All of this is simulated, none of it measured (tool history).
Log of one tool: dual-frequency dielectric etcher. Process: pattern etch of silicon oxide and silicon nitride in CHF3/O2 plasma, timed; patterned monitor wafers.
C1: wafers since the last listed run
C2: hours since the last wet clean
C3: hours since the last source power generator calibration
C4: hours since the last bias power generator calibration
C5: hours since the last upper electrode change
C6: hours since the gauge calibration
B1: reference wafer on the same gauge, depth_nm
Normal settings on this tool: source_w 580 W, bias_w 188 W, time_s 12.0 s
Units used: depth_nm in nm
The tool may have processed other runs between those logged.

{"run": 1, "day": 0.0, "source_w": 660, "bias_w": 188, "time_s": 12.0, "C1": 0, "C2": 313.6, "C3": 2517.4, "C4": 1271.9, "C5": 4501.0, "C6": 1626.6, "B1": 14.21, "depth_nm": 18.16}
{"run": 2, "day": 7.671, "source_w": 660, "bias_w": 188, "time_s": 12.0, "C1": 3275, "C2": 497.7, "C3": 2701.5, "C4": 1456.0, "C5": 4685.1, "C6": 1810.7, "B1": 14.19, "depth_nm": 18.16}
{"day": 10.017, "done": "wet clean of the chamber"}
{"run": 3, "day": 10.038, "source_w": 660, "bias_w": 188, "time_s": 12.0, "C1": 583, "C2": 0.5, "C3": 2758.3, "C4": 1512.8, "C5": 4741.9, "C6": 1867.5, "B1": 14.2, "depth_nm": 18.22}
{"day": 11.583, "done": "source power generator calibrated"}
{"day": 17.717, "done": "upper electrode replaced"}
{"run": 4, "day": 17.738, "source_w": 470, "bias_w": 188, "time_s": 12.0, "C1": 2789, "C2": 185.3, "C3": 147.7, "C4": 1697.6, "C5": 0.5, "C6": 2052.3, "B1": 14.2, "depth_nm": 14.44}
{"run": 5, "day": 18.546, "source_w": 580, "bias_w": 208, "time_s": 12.0, "C1": 345, "C2": 204.7, "C3": 167.1, "C4": 1717.0, "C5": 19.9, "C6": 2071.7, "B1": 14.19, "depth_nm": 17.3}
{"day": 19.062, "done": "bias power generator calibrated"}
{"run": 6, "day": 19.579, "source_w": 580, "bias_w": 165, "time_s": 12.0, "C1": 370, "C2": 229.5, "C3": 191.9, "C4": 12.4, "C5": 44.7, "C6": 2096.5, "B1": 14.21, "depth_nm": 15.71}
{"run": 7, "day": 21.975, "source_w": 580, "bias_w": 165, "time_s": 12.0, "C1": 1023, "C2": 287.0, "C3": 249.4, "C4": 69.9, "C5": 102.2, "C6": 2154.0, "B1": 14.2, "depth_nm": 15.76}
{"run": 8, "day": 24.167, "source_w": 580, "bias_w": 188, "time_s": 12.0, "C1": 935, "C2": 339.6, "C3": 302.0, "C4": 122.5, "C5": 154.8, "C6": 2206.6, "B1": 14.2, "depth_nm": 16.67}
{"day": 25.446, "done": "gauge calibrated"}
{"run": 9, "day": 25.571, "source_w": 580, "bias_w": 188, "time_s": 12.0, "C1": 599, "C2": 373.3, "C3": 335.7, "C4": 156.2, "C5": 188.5, "C6": 3.0, "B1": 14.2, "depth_nm": 16.63}
{"run": 10, "day": 26.95, "source_w": 620, "bias_w": 215, "time_s": 12.0, "C1": 588, "C2": 406.4, "C3": 368.8, "C4": 189.3, "C5": 221.6, "C6": 36.1, "B1": 14.2, "depth_nm": 18.3}
{"run": 11, "day": 29.712, "source_w": 580, "bias_w": 188, "time_s": 12.0, "C1": 1179, "C2": 472.7, "C3": 435.1, "C4": 255.6, "C5": 287.9, "C6": 102.4, "B1": 14.2, "depth_nm": 16.69}
{"run": 12, "day": 31.396, "source_w": 580, "bias_w": 217, "time_s": 13.5, "C1": 718, "C2": 513.1, "C3": 475.5, "C4": 296.0, "C5": 328.3, "C6": 142.8, "B1": 14.19, "depth_nm": 19.97}
{"run": 13, "day": 32.496, "source_w": 580, "bias_w": 188, "time_s": 12.0, "C1": 469, "C2": 539.5, "C3": 501.9, "C4": 322.4, "C5": 354.7, "C6": 169.2, "B1": 14.2, "depth_nm": 16.68}
{"run": 14, "day": 34.092, "source_w": 580, "bias_w": 188, "time_s": 12.0, "C1": 681, "C2": 577.8, "C3": 540.2, "C4": 360.7, "C5": 393.0, "C6": 207.5, "B1": 14.2, "depth_nm": 16.71}
{"day": 35.571, "done": "wet clean of the chamber"}
{"run": 15, "day": 36.317, "source_w": 620, "bias_w": 215, "time_s": 12.0, "C1": 523, "C2": 17.9, "C3": 593.6, "C4": 414.1, "C5": 446.4, "C6": 260.9, "B1": 14.21, "depth_nm": 18.4}
{"run": 16, "day": 38.854, "source_w": 540, "bias_w": 188, "time_s": 12.0, "C1": 1083, "C2": 78.8, "C3": 654.5, "C4": 475.0, "C5": 507.3, "C6": 321.8, "B1": 14.2, "depth_nm": 16.02}
{"run": 17, "day": 41.388, "source_w": 490, "bias_w": 167, "time_s": 14.5, "C1": 1081, "C2": 139.6, "C3": 715.3, "C4": 535.8, "C5": 568.1, "C6": 382.6, "B1": 14.2, "depth_nm": 17.31}
{"run": 18, "day": 42.596, "source_w": 500, "bias_w": 164, "time_s": 12.0, "C1": 516, "C2": 168.6, "C3": 744.3, "C4": 564.8, "C5": 597.1, "C6": 411.6, "B1": 14.21, "depth_nm": 14.4}
{"run": 19, "day": 44.621, "source_w": 690, "bias_w": 188, "time_s": 14.5, "C1": 864, "C2": 217.2, "C3": 792.9, "C4": 613.4, "C5": 645.7, "C6": 460.2, "B1": 14.19, "depth_nm": 22.46}
{"run": 20, "day": 47.171, "source_w": 480, "bias_w": 172, "time_s": 10.5, "C1": 1088, "C2": 278.4, "C3": 854.1, "C4": 674.6, "C5": 706.9, "C6": 521.4, "B1": 14.21, "depth_nm": 12.56}
{"run": 21, "day": 49.838, "source_w": 580, "bias_w": 210, "time_s": 9.5, "C1": 1138, "C2": 342.4, "C3": 918.1, "C4": 738.6, "C5": 770.9, "C6": 585.4, "B1": 14.2, "depth_nm": 13.92}
{"run": 22, "day": 52.312, "source_w": 580, "bias_w": 188, "time_s": 12.0, "C1": 1056, "C2": 401.8, "C3": 977.5, "C4": 798.0, "C5": 830.3, "C6": 644.8, "B1": 14.2, "depth_nm": 16.87}
{"run": 23, "day": 54.054, "source_w": 640, "bias_w": 226, "time_s": 11.0, "C1": 743, "C2": 443.6, "C3": 1019.3, "C4": 839.8, "C5": 872.1, "C6": 686.6, "B1": 14.2, "depth_nm": 17.62}
{"run": 24, "day": 56.208, "source_w": 670, "bias_w": 188, "time_s": 11.0, "C1": 919, "C2": 495.3, "C3": 1071.0, "C4": 891.5, "C5": 923.8, "C6": 738.3, "B1": 14.19, "depth_nm": 16.75}
{"day": 59.571, "done": "wet clean of the chamber"}
{"run": 25, "day": 59.592, "source_w": 580, "bias_w": 188, "time_s": 12.0, "C1": 1017, "C2": 0.5, "C3": 1152.2, "C4": 972.7, "C5": 1005.0, "C6": 819.5, "B1": 14.2, "depth_nm": 16.83}
{"run": 26, "day": 60.85, "source_w": 470, "bias_w": 188, "time_s": 8.5, "C1": 537, "C2": 30.7, "C3": 1182.4, "C4": 1002.9, "C5": 1035.2, "C6": 849.7, "B1": 14.2, "depth_nm": 10.42}
{"run": 27, "day": 62.196, "source_w": 660, "bias_w": 188, "time_s": 14.5, "C1": 574, "C2": 63.0, "C3": 1214.7, "C4": 1035.2, "C5": 1067.5, "C6": 882.0, "B1": 14.2, "depth_nm": 22.0}
{"run": 28, "day": 63.383, "source_w": 710, "bias_w": 188, "time_s": 10.5, "C1": 507, "C2": 91.5, "C3": 1243.2, "C4": 1063.7, "C5": 1096.0, "C6": 910.5, "B1": 14.2, "depth_nm": 16.61}
{"run": 29, "day": 64.617, "source_w": 480, "bias_w": 188, "time_s": 8.5, "C1": 526, "C2": 121.1, "C3": 1272.8, "C4": 1093.3, "C5": 1125.6, "C6": 940.1, "B1": 14.2, "depth_nm": 10.53}

Pick out some run-to-run changes in depth_nm. Of each, how much would a tool without hidden state show as well, from the settings, what came in and chance, and how much is left for the hidden state and any gauge scatter not in both results compared?
Unlogged tool condition in this case: etch rate over this chamber's usual, %; source power that arrives over what is set, %; bias power that arrives over what is set, %; gauge reads high (%).
Run 3 -> 4: source_w 660 -> 470, source power generator calibrated, upper electrode replaced. depth_nm -3.78 nm: hidden state -0.33, all else -3.45.
Run 19 -> 20: source_w 690 -> 480, bias_w 188 -> 172, time_s 14.5 -> 10.5. depth_nm -9.90 nm: hidden state -0.17, all else -9.73.
Run 26 -> 27: source_w 470 -> 660, time_s 8.5 -> 14.5. depth_nm +11.58 nm: hidden state +0.28, all else +11.30.
